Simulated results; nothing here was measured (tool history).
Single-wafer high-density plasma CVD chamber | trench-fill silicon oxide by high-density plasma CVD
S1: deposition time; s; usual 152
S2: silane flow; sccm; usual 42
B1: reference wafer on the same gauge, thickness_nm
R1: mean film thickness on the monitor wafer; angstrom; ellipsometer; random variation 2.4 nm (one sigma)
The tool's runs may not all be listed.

run,hour,S1,S2,B1,R1
1,0.0,152,42,673.800,6139.95
2,61.1,152,42,674.163,6142.55
3,97.6,152,42,674.037,6159.78
4,157.6,152,42,673.943,6149.65
5,218.9,152,42,674.606,6116.57
6,263.1,152,42,674.678,6407.42
7,307.9,152,42,673.354,6386.22
8,353.4,152,42,673.343,6330.05
9,422.7,175,46,673.252,7833.13
10,487.5,152,42,675.065,6349.39
11,546.9,143,42,674.424,5947.57
12,597.6,177,37,673.898,6799.75
13,642.2,131,46,674.500,5826.19
14,849.0,125,46,674.710,5561.81

Not shown: 3 entries that the log had between the listed runs. Between which runs, and how does the tool's hidden state differ before and after?
Between runs 5 and 6: gauge calibrated (hour 256.1); silane flow controller replaced (hour 258.1)
  delivered silane flow above the setpoint (%): -6.24 -> 0.235
  measured less the result without the state, R1: -271.89 -> +10.26 angstrom
Between runs 13 and 14: gauge calibrated (hour 692.5)
  delivered silane flow above the setpoint (%): -0.961 -> -1.61
  measured less the result without the state, R1: -38.44 -> -61.88 angstrom

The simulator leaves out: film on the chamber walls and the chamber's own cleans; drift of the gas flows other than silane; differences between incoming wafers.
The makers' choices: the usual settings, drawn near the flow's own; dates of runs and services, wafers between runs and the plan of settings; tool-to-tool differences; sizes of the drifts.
